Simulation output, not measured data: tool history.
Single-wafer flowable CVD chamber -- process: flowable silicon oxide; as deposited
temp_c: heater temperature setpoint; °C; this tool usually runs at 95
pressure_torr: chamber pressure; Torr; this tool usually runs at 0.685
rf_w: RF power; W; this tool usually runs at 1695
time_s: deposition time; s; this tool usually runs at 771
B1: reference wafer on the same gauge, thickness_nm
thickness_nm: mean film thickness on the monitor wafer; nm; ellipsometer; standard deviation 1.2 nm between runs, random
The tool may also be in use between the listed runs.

Run 1, hour 0: usual settings but temp_c 101 °C; B1 350.113. Result: thickness_nm 344.496 nm.
Run 2, hour 51.4: usual settings; B1 350. Result: thickness_nm 426.783 nm.
Run 3, hour 207.8: usual settings; B1 349.837. Result: thickness_nm 426.265 nm.
Run 4, hour 278: usual settings; B1 350.153. Result: thickness_nm 424.507 nm.
At hour 332.2: RF generator calibrated.
Run 5, hour 341.5: usual settings; B1 350. Result: thickness_nm 423.794 nm.
Run 6, hour 395.1: usual settings; B1 349.794. Result: thickness_nm 425.761 nm.
Run 7, hour 444.3: usual settings but temp_c 90 °C; B1 350.225. Result: thickness_nm 506.613 nm.
Run 8, hour 490.1: usual settings; B1 350.416. Result: thickness_nm 421.917 nm.
Run 9, hour 541.6: usual settings; B1 349.592. Result: thickness_nm 423.091 nm.
Run 10, hour 593.9: usual settings; B1 349.808. Result: thickness_nm 421.814 nm.
Run 11, hour 644.3: usual settings but pressure_torr 0.625 Torr, time_s 679 s; B1 349.916. Result: thickness_nm 339.047 nm.
At hour 672.4: showerhead replaced.
Run 12, hour 692.9: usual settings but temp_c 102 °C, rf_w 1905 W, time_s 682 s; B1 349.361. Result: thickness_nm 296.475 nm.
Run 13, hour 718.2: usual settings but temp_c 104 °C, pressure_torr 0.847 Torr, rf_w 2005 W, time_s 705 s; B1 349.857. Result: thickness_nm 356.13 nm.
At hour 729.8: thermocouple changed; heater temperature recalibrated.
Run 14, hour 762.8: usual settings but time_s 712 s; B1 350.347. Result: thickness_nm 388.123 nm.
At hour 766: gauge calibrated.
At hour 795.5: capacitance manometer re-zeroed and calibrated.
Run 15, hour 802.1: usual settings but temp_c 104 °C, pressure_torr 0.847 Torr, rf_w 2005 W, time_s 705 s; B1 350.431. Result: thickness_nm 348.292 nm.
Run 16, hour 830.9: usual settings but time_s 852 s; B1 350.144. Result: thickness_nm 450.595 nm.
Run 17, hour 870.5: usual settings; B1 350.208. Result: thickness_nm 409.194 nm.
Run 18, hour 933.8: usual settings but pressure_torr 0.629 Torr; B1 349.797. Result: thickness_nm 375.647 nm.
Run 19, hour 958.9: usual settings but temp_c 110 °C, pressure_torr 0.797 Torr, rf_w 1880 W, time_s 917 s; B1 349.844. Result: thickness_nm 339.693 nm.
Run 20, hour 1015.3: usual settings but time_s 818 s; B1 349.312. Result: thickness_nm 434.607 nm.
Run 21, hour 1045.3: usual settings but temp_c 83 °C, pressure_torr 0.584 Torr, time_s 711 s; B1 350.158. Result: thickness_nm 483.712 nm.
At hour 1075.8: capacitance manometer re-zeroed and calibrated, repeated, since the last time left the tool worse.
Run 22, hour 1183.9: usual settings but temp_c 104 °C, pressure_torr 0.788 Torr; B1 349.68. Result: thickness_nm 360.932 nm.
Run 23, hour 1254.3: usual settings but time_s 669 s; B1 349.984. Result: thickness_nm 374.066 nm.
Run 24, hour 1292.8: usual settings but temp_c 102 °C, rf_w 1905 W, time_s 682 s; B1 350.366. Result: thickness_nm 303.939 nm.
At hour 1356.4: RF generator calibrated.
Run 25, hour 1356.9: usual settings but rf_w 1795 W; B1 350.428. Result: thickness_nm 438.29 nm.
Run 26, hour 1384.4: usual settings but temp_c 102 °C, pressure_torr 0.76 Torr, rf_w 1505 W; B1 350.469. Result: thickness_nm 363.833 nm.
Run 27, hour 1412.2: usual settings but temp_c 104 °C; B1 349.748. Result: thickness_nm 313.387 nm.
Run 28, hour 1472.3: usual settings; B1 349.753. Result: thickness_nm 430.683 nm.
Run 29, hour 1517: usual settings but temp_c 86 °C, pressure_torr 0.545 Torr; B1 349.952. Result: thickness_nm 466.683 nm.

Predict each of these 3 candidate next runs independently; none follows another, all start after run 29:
Run A, hour 1517.6: usual settings; B1 ?. Result: thickness_nm ?.
Run B, hour 1517.6: usual settings but temp_c 89 °C, pressure_torr 0.524 Torr; B1 ?. Result: thickness_nm ?.
Run C, hour 1517.6: usual settings but rf_w 1955 W; B1 ?. Result: thickness_nm ?.

run       B1  thickness_nm
  A  350.064       429.821
  B  350.064       408.278
  C  350.064       441.042
Without the tool's hidden state the same runs would have given:
run  thickness_nm
  A       434.802
  B        413.19
  C       446.154
